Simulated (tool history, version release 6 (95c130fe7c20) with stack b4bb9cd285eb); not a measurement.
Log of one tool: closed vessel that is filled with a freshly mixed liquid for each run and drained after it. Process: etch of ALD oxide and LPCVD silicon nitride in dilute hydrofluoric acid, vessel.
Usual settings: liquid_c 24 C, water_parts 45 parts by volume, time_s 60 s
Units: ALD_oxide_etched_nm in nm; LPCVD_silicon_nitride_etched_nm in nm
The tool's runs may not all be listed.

run,hour,liquid_c,water_parts,time_s,"read-back film thickness of the ALD oxide reference wafer, read on the same gauge (nm)","read-back film thickness of the LPCVD silicon nitride reference wafer, read on the same gauge (nm)",ALD_oxide_etched_nm,LPCVD_silicon_nitride_etched_nm
1,0,24,45,60,29.97,29.971,50.78,0.644
2,24.2,24,45,60,30,30.034,50.25,0.635
3,36.7,24,45,60,30.01,29.976,49.39,0.72
4,74.6,24,45,60,29.95,29.948,49.57,0.649
5,93.7,24,45,60,30.01,30.01,50.14,0.681
6,119.8,24,45,60,30.01,30.006,50.94,0.71
7,147.7,20.5,60,60,29.97,30.025,32.24,0.381
8,174.4,24,45,80,29.97,29.971,66.79,0.845
9,205.7,24,45,80,29.98,30.014,68.31,0.903
# hour 212.8: gauge calibrated
10,218,24,45,80,30.01,29.979,68.88,0.955
11,252.2,24,45,30,29.97,30.001,25.97,0.373
# hour 270.6: thermometer replaced
# hour 274.2: hydrofluoric acid flow meter replaced
12,274.7,24,45,30,30.02,29.974,22.78,0.322
13,303.3,24,45,60,29.98,29.984,45.19,0.588
14,327.7,24,45,60,29.98,29.987,46.07,0.672
15,340.3,24,45,60,30.06,29.982,46,0.6
16,373.1,24,45,60,29.95,30.011,45.45,0.657
17,393,24,60,60,30.01,29.986,33.6,0.481
18,422.1,29,30,60,29.98,30.054,85.84,1.257
19,442.7,24,45,60,30.02,30.024,45.7,0.664
20,457.5,29,40,35,29.97,30.015,37.5,0.537
21,487.1,24,35,50,30,30.005,50.83,0.707
22,506.4,20.5,45,50,30.03,30,33.94,0.441
# hour 547.5: gauge calibrated
23,574.6,24,55,60,30.04,30.021,37.2,0.528
24,594.5,24,45,60,30,29.999,46.86,0.608
25,613.3,26.5,60,95,30.04,30.011,61.14,0.93
26,638.3,22,65,75,30.02,30.01,35.67,0.468
27,651.3,20.5,45,80,30.04,30.01,53.69,0.669

3 ways to go on from here, each from the tool as it stands after run 27. What would each give?
A,652,21.5,45,60,?,?,?,?
B,652,29,35,60,?,?,?,?
C,652,22.5,45,80,?,?,?,?

run,"read-back film thickness of the ALD oxide reference wafer, read on the same gauge (nm)","read-back film thickness of the LPCVD silicon nitride reference wafer, read on the same gauge (nm)",ALD_oxide_etched_nm,LPCVD_silicon_nitride_etched_nm
A,30.02,30.013,42.15,0.552
B,30.02,30.013,74.79,1.169
C,30.02,30.013,58.62,0.789
Without the tool's hidden state the same runs would have given:
run,ALD_oxide_etched_nm,LPCVD_silicon_nitride_etched_nm
A,40.96,0.538
B,72.68,1.138
C,56.95,0.768
